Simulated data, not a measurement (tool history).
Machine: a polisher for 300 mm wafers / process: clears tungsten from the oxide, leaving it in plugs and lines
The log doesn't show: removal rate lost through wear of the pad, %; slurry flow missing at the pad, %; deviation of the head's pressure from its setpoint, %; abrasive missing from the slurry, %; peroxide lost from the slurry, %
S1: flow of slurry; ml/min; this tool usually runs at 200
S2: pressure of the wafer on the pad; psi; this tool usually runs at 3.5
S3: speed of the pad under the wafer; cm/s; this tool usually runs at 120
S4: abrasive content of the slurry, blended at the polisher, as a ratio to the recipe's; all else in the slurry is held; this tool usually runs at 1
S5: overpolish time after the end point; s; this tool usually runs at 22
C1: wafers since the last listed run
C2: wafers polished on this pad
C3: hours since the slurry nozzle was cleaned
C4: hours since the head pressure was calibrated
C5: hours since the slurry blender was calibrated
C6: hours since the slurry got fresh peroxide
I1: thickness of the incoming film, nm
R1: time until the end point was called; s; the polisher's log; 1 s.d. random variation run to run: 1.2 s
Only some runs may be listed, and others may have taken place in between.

run,hour,S1,S2,S3,S4,S5,C1,C2,C3,C4,C5,C6,I1,R1
1,0,200,3.5,120,1,27,0,2007,634.9,288.9,163.6,377.6,468.8,97.5
2,38.2,200,3.5,120,1,22,304,2312,673.1,327.1,201.8,415.8,480.4,98.4
# hour 72: slurry nozzle cleaned
3,105.2,200,3.5,120,1,22,526,2839,33.2,394.1,268.8,482.8,473.6,95
4,169.5,200,3.5,120,1,22,513,3352,97.5,458.4,333.1,547.1,471.7,100.4
5,256.2,200,3.5,120,1,22,692,4044,184.2,545.1,419.8,633.8,464.5,98.2
6,347,265,3.1,84,0.9,22,724,4769,275,635.9,510.6,724.6,476.3,128
# hour 497.8: worn pad replaced by a new one
# hour 521.6: slurry tank refilled with fresh slurry and peroxide
# hour 527.1: head pressure recalibrated
# hour 654.1: slurry blender recalibrated
7,654.6,200,3.5,120,1.2,22,2383,1212,582.6,127.5,0.5,133,470.2,90
8,712.6,200,3.5,120,1,14,463,1675,640.6,185.5,58.5,191,466,96.7
9,770.1,200,3.5,154,1.15,22,459,2134,698.1,243,116,248.5,472.1,81.6
10,832.6,200,3.5,148,1.15,33,498,2633,760.6,305.5,178.5,311,476.2,86.6
11,876.2,255,3.5,120,1,22,348,2981,804.2,349.1,222.1,354.6,469.8,94.9
# hour 883.5: slurry nozzle cleaned
12,913.5,200,3.5,120,1,22,289,3271,30,386.4,259.4,391.9,475.2,100.9
13,951.4,265,4.1,90,1,22,302,3573,67.9,424.3,297.3,429.8,464.7,101.9
14,994.9,200,3.5,120,0.85,22,347,3920,111.4,467.8,340.8,473.3,461.7,102.1
15,1042.8,200,3.5,120,1,22,382,4303,159.3,515.7,388.7,521.2,470.6,101.6
16,1096.3,200,4.2,120,1.1,18,427,4730,212.8,569.2,442.2,574.7,473.8,93.8
# hour 1190.3: worn pad replaced by a new one
# hour 1300.7: slurry tank refilled with fresh slurry and peroxide
# hour 1312.2: head pressure recalibrated
17,1365.4,255,3.5,120,1,22,2092,1373,481.9,53.2,711.3,64.7,476.6,92.3
# hour 1389.8: slurry blender recalibrated
18,1642.7,200,3.5,120,1,22,2197,3571,759.2,330.5,252.9,342,470.4,99.8
# hour 1734.7: slurry nozzle cleaned
19,1748.8,200,4.2,102,1,22,839,4410,14.1,436.6,359,448.1,466.4,102.1
20,1788.5,200,3.5,120,1,22,316,4727,53.8,476.3,398.7,487.8,467.3,101
21,1846.8,200,4.6,120,0.9,22,465,5192,112.1,534.6,457,546.1,466.2,91.4
# hour 1925.2: worn pad replaced by a new one
22,1929,200,4.4,120,1.3,22,624,30,194.3,616.8,539.2,628.3,470.2,81.6
23,1982.3,160,3.5,78,1.1,11,425,455,247.6,670.1,592.5,681.6,478.1,126.4
24,2080,200,3.5,90,0.9,16,779,1235,345.3,767.8,690.2,779.3,463.1,115.9
# hour 2085.9: slurry tank refilled with fresh slurry and peroxide
# hour 2099.6: head pressure recalibrated
25,2167.2,140,3.5,120,1,22,672,1908,432.5,67.6,777.4,81.3,467.6,111.6
26,2231.6,245,3.5,82,1,22,514,2422,496.9,132,841.8,145.7,469.6,115.4

Subtracting, for every run, the result it would have given without the tool's unlogged condition from the measured result gives the following. The same run-to-run variation enters both numbers; the gauge's scatter may not:
run,R1
1,+1.3
2,+1.7
3,+2.4
4,+3.4
5,+4.8
6,+8.7
7,+1.8
8,+2.3
9,+2.4
10,+3.1
11,+4
12,+4.8
13,+5.5
14,+6.3
15,+7.2
16,+7.7
17,+1.5
18,+4.8
19,+6.9
20,+7.7
21,+8.2
22,+2
23,+3.2
24,+3.4
25,+3.9
26,+4.8

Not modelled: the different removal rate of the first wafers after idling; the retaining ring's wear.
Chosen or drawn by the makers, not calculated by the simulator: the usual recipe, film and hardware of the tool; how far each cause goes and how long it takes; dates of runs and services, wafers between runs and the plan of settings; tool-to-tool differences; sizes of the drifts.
